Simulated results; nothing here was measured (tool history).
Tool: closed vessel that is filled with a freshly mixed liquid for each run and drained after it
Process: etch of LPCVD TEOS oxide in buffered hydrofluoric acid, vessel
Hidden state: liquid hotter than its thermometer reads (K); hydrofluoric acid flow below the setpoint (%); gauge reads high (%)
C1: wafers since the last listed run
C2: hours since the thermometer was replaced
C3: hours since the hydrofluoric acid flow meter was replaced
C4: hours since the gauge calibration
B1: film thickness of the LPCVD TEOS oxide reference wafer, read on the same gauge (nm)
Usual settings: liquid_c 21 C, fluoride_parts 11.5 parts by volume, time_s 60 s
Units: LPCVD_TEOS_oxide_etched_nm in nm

Run 1, hour 0: usual settings but liquid_c 23.5 C; C1 0; C2 55; C3 1380.2; C4 586.4; B1 141.27. Result: LPCVD_TEOS_oxide_etched_nm 141.71 nm.
Run 2, hour 72.8: usual settings but liquid_c 23.5 C; C1 8122; C2 127.8; C3 1453; C4 659.2; B1 141.45. Result: LPCVD_TEOS_oxide_etched_nm 142.64 nm.
Run 3, hour 117.4: usual settings but liquid_c 23.5 C; C1 4975; C2 172.4; C3 1497.6; C4 703.8; B1 141.55. Result: LPCVD_TEOS_oxide_etched_nm 143.09 nm.
Run 4, hour 193.1: usual settings but liquid_c 25 C, fluoride_parts 14.5 parts by volume; C1 8445; C2 248.1; C3 1573.3; C4 779.5; B1 141.73. Result: LPCVD_TEOS_oxide_etched_nm 124.51 nm.
Run 5, hour 273: usual settings but liquid_c 25 C, fluoride_parts 14.5 parts by volume; C1 8914; C2 328; C3 1653.2; C4 859.4; B1 142.01. Result: LPCVD_TEOS_oxide_etched_nm 124.89 nm.
Run 6, hour 317.5: usual settings but fluoride_parts 13 parts by volume; C1 4964; C2 372.5; C3 1697.7; C4 903.9; B1 142.09. Result: LPCVD_TEOS_oxide_etched_nm 110.09 nm.
Run 7, hour 371.9: usual settings but liquid_c 22.5 C; C1 6069; C2 426.9; C3 1752.1; C4 958.3; B1 142.26. Result: LPCVD_TEOS_oxide_etched_nm 137.09 nm.
Run 8, hour 447.6: usual settings but fluoride_parts 15 parts by volume; C1 8445; C2 502.6; C3 1827.8; C4 1034; B1 142.51. Result: LPCVD_TEOS_oxide_etched_nm 96.81 nm.
Run 9, hour 553.6: usual settings; C1 11826; C2 608.6; C3 1933.8; C4 1140; B1 142.88. Result: LPCVD_TEOS_oxide_etched_nm 125.46 nm.
Run 10, hour 644.6: usual settings; C1 10152; C2 699.6; C3 2024.8; C4 1231; B1 143.22. Result: LPCVD_TEOS_oxide_etched_nm 126.05 nm.
Run 11, hour 683.5: usual settings but time_s 35 s; C1 4339; C2 738.5; C3 2063.7; C4 1269.9; B1 143.45. Result: LPCVD_TEOS_oxide_etched_nm 73.73 nm.
At hour 723: hydrofluoric acid flow meter replaced.
Run 12, hour 789.2: usual settings; C1 11681; C2 844.2; C3 66.2; C4 1375.6; B1 143.85. Result: LPCVD_TEOS_oxide_etched_nm 128.32 nm.
Run 13, hour 894.4: usual settings but fluoride_parts 10.5 parts by volume; C1 11736; C2 949.4; C3 171.4; C4 1480.8; B1 144.32. Result: LPCVD_TEOS_oxide_etched_nm 139.3 nm.
Run 14, hour 957.8: usual settings but liquid_c 18 C, fluoride_parts 14 parts by volume, time_s 30 s; C1 7073; C2 1012.8; C3 234.8; C4 1544.2; B1 144.66. Result: LPCVD_TEOS_oxide_etched_nm 44.14 nm.
At hour 970.2: thermometer replaced.
Run 15, hour 1055.5: usual settings but liquid_c 18 C; C1 10788; C2 85.3; C3 332.5; C4 1641.9; B1 145.18. Result: LPCVD_TEOS_oxide_etched_nm 108.22 nm.
Run 16, hour 1159: usual settings but fluoride_parts 13 parts by volume, time_s 30 s; C1 11547; C2 188.8; C3 436; C4 1745.4; B1 145.76. Result: LPCVD_TEOS_oxide_etched_nm 55.86 nm.
Run 17, hour 1197.5: usual settings but fluoride_parts 8.5 parts by volume, time_s 35 s; C1 4295; C2 227.3; C3 474.5; C4 1783.9; B1 145.97. Result: LPCVD_TEOS_oxide_etched_nm 97.73 nm.
Run 18, hour 1260.1: usual settings but fluoride_parts 14.5 parts by volume, time_s 50 s; C1 6984; C2 289.9; C3 537.1; C4 1846.5; B1 146.36. Result: LPCVD_TEOS_oxide_etched_nm 86.49 nm.
Run 19, hour 1323.6: usual settings but fluoride_parts 8 parts by volume; C1 7084; C2 353.4; C3 600.6; C4 1910; B1 146.8. Result: LPCVD_TEOS_oxide_etched_nm 179.26 nm.
Run 20, hour 1401.4: usual settings but time_s 85 s; C1 8679; C2 431.2; C3 678.4; C4 1987.8; B1 147.26. Result: LPCVD_TEOS_oxide_etched_nm 184.52 nm.
At hour 1429.6: gauge calibrated.
Run 21, hour 1445.6: usual settings; C1 4931; C2 475.4; C3 722.6; C4 16; B1 141.19. Result: LPCVD_TEOS_oxide_etched_nm 124.93 nm.
Run 22, hour 1625.2: usual settings; C1 20037; C2 655; C3 902.2; C4 195.6; B1 141.24. Result: LPCVD_TEOS_oxide_etched_nm 123.59 nm.
Run 23, hour 1690.9: usual settings; C1 7329; C2 720.7; C3 967.9; C4 261.3; B1 141.26. Result: LPCVD_TEOS_oxide_etched_nm 123.64 nm.
Run 24, hour 1729.1: usual settings but time_s 85 s; C1 4261; C2 758.9; C3 1006.1; C4 299.5; B1 141.33. Result: LPCVD_TEOS_oxide_etched_nm 175.98 nm.
Run 25, hour 1816.3: usual settings; C1 9728; C2 846.1; C3 1093.3; C4 386.7; B1 141.48. Result: LPCVD_TEOS_oxide_etched_nm 124.82 nm.
Run 26, hour 1880.3: usual settings but liquid_c 18.5 C, time_s 90 s; C1 7140; C2 910.1; C3 1157.3; C4 450.7; B1 141.5. Result: LPCVD_TEOS_oxide_etched_nm 162.31 nm.

How the hidden state differs across the entries between the runs, from the last listed run before each to the first after it:
Between runs 11 and 12: hydrofluoric acid flow meter replaced (hour 723)
  gauge reads high (%): 2.43 -> 2.76
  measured less the result without the state, LPCVD_TEOS_oxide_etched_nm: +1.75 -> +3.44 nm
Between runs 14 and 15: thermometer replaced (hour 970.2)
  gauge reads high (%): 3.34 -> 3.7
  measured less the result without the state, LPCVD_TEOS_oxide_etched_nm: +1.43 -> +3.87 nm
Between runs 20 and 21: gauge calibrated (hour 1429.6)
  gauge reads high (%): 5.18 -> 0.848
  measured less the result without the state, LPCVD_TEOS_oxide_etched_nm: +9.09 -> +1.05 nm
